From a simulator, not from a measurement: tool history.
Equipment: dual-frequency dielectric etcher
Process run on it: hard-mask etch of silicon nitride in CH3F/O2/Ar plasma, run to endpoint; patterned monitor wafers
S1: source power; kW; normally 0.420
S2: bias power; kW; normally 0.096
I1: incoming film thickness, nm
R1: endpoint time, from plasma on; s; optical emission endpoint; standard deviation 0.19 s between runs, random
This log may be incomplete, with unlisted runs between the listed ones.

run 1 hour=0.0 | S1=0.420 S2=0.096 | I1=51.3 | R1=61.4
run 2 hour=8.3 | S1=0.420 S2=0.096 | I1=51.8 | R1=62.0
run 3 hour=15.0 | S1=0.420 S2=0.096 | I1=51.6 | R1=61.3
run 4 hour=22.0 | S1=0.420 S2=0.096 | I1=52.1 | R1=62.0
run 5 hour=29.9 | S1=0.420 S2=0.083 | I1=51.8 | R1=67.0
run 6 hour=41.0 | S1=0.420 S2=0.083 | I1=52.0 | R1=67.6
run 7 hour=53.6 | S1=0.420 S2=0.096 | I1=52.5 | R1=62.7
run 8 hour=68.9 | S1=0.420 S2=0.096 | I1=51.6 | R1=61.0
run 9 hour=77.8 | S1=0.420 S2=0.096 | I1=52.2 | R1=61.7
run 10 hour=95.3 | S1=0.420 S2=0.096 | I1=52.4 | R1=62.1
-- hour=124.5 wet clean of the chamber
-- hour=137.8 upper electrode replaced
run 11 hour=138.3 | S1=0.420 S2=0.096 | I1=51.8 | R1=64.5
run 12 hour=138.7 | S1=0.460 S2=0.107 | I1=51.5 | R1=58.8
run 13 hour=139.0 | S1=0.320 S2=0.096 | I1=52.1 | R1=71.0
-- hour=146.9 source power generator calibrated
run 14 hour=147.4 | S1=0.500 S2=0.105 | I1=52.6 | R1=58.9
run 15 hour=153.5 | S1=0.450 S2=0.117 | I1=52.1 | R1=56.9
-- hour=160.0 bias power generator calibrated
run 16 hour=169.7 | S1=0.420 S2=0.096 | I1=52.1 | R1=65.1
run 17 hour=177.9 | S1=0.460 S2=0.096 | I1=51.7 | R1=62.7
run 18 hour=188.0 | S1=0.360 S2=0.096 | I1=52.1 | R1=67.9
run 19 hour=198.1 | S1=0.420 S2=0.096 | I1=51.8 | R1=64.0
run 20 hour=212.7 | S1=0.470 S2=0.112 | I1=51.4 | R1=56.2
run 21 hour=229.0 | S1=0.420 S2=0.096 | I1=52.1 | R1=64.5
run 22 hour=244.9 | S1=0.340 S2=0.085 | I1=52.6 | R1=74.7

Hidden state, per run?
source power that arrives over what is set, %: 0, the same for each run
bias power that arrives over what is set, %: 0, the same for each run
H1: etch rate over this chamber's usual, %
run=1 H1=3.86
run=2 H1=3.96
run=3 H1=4.04
run=4 H1=4.12
run=5 H1=4.22
run=6 H1=4.35
run=7 H1=4.5
run=8 H1=4.69
run=9 H1=4.79
run=10 H1=5
run=11 H1=-0.44
run=12 H1=-0.435
run=13 H1=-0.432
run=14 H1=-0.331
run=15 H1=-0.258
run=16 H1=-0.0635
run=17 H1=0.0349
run=18 H1=0.156
run=19 H1=0.277
run=20 H1=0.452
run=21 H1=0.648
run=22 H1=0.838
